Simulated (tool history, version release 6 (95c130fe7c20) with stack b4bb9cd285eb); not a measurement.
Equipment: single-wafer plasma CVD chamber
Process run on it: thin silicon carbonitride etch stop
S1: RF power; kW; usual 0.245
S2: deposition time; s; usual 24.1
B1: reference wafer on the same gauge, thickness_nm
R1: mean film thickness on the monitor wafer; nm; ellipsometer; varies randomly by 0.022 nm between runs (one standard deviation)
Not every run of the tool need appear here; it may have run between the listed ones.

| run | hour | S1 | S2 | B1 | R1 |
|---|---|---|---|---|---|
| 1 | 0.0 | 0.270 | 27.1 | 15.898 | 16.677 |
| 2 | 53.9 | 0.245 | 24.1 | 15.900 | 14.369 |
| 3 | 131.6 | 0.245 | 24.1 | 15.898 | 14.352 |
| 4 | 195.9 | 0.245 | 24.1 | 15.904 | 14.324 |
| 5 | 295.3 | 0.205 | 24.1 | 15.900 | 13.517 |
| 6 | 397.5 | 0.205 | 24.1 | 15.896 | 13.569 |
| 7 | 500.6 | 0.205 | 24.1 | 15.903 | 13.525 |
| 8 | 608.2 | 0.225 | 24.1 | 15.901 | 13.968 |
| 9 | 689.9 | 0.225 | 24.1 | 15.899 | 13.942 |
|  | 710.8 | gauge calibrated |
| 10 | 775.5 | 0.230 | 24.1 | 15.899 | 14.029 |
|  | 843.6 | showerhead replaced |
| 11 | 874.0 | 0.245 | 24.1 | 15.902 | 14.332 |
|  | 901.4 | RF generator calibrated |
| 12 | 974.0 | 0.265 | 24.1 | 15.895 | 14.770 |
| 13 | 1019.2 | 0.245 | 24.1 | 15.897 | 14.389 |
| 14 | 1113.2 | 0.215 | 28.9 | 15.901 | 16.578 |
|  | 1171.9 | thermocouple changed; heater temperature recalibrated |
| 15 | 1211.7 | 0.230 | 21.6 | 15.896 | 12.621 |
| 16 | 1263.9 | 0.280 | 20.3 | 15.903 | 12.635 |
| 17 | 1320.7 | 0.195 | 20.1 | 15.901 | 11.118 |
| 18 | 1402.3 | 0.210 | 20.1 | 15.899 | 11.370 |
| 19 | 1468.8 | 0.220 | 28.8 | 15.900 | 16.590 |
| 20 | 1522.6 | 0.245 | 26.2 | 15.902 | 15.577 |
| 21 | 1598.9 | 0.275 | 20.1 | 15.902 | 12.410 |
| 22 | 1649.2 | 0.245 | 24.1 | 15.904 | 14.292 |
|  | 1717.4 | gauge calibrated |
| 23 | 1725.3 | 0.225 | 24.1 | 15.902 | 13.961 |

Branching from run 23: 4 alternative next runs. What would each branch give?
| A | 1725.7 | 0.245 | 24.1 | ? | ? |
| B | 1725.7 | 0.230 | 26.1 | ? | ? |
| C | 1725.7 | 0.210 | 22.6 | ? | ? |
| D | 1725.7 | 0.195 | 26.3 | ? | ? |

| run | B1 | R1 |
|---|---|---|
| A | 15.901 | 14.323 |
| B | 15.901 | 15.202 |
| C | 15.901 | 12.785 |
| D | 15.901 | 14.526 |
Without the tool's unlogged condition, the same runs would have read:
| run | R1 |
|---|---|
| A | 14.439 |
| B | 15.325 |
| C | 12.888 |
| D | 14.644 |

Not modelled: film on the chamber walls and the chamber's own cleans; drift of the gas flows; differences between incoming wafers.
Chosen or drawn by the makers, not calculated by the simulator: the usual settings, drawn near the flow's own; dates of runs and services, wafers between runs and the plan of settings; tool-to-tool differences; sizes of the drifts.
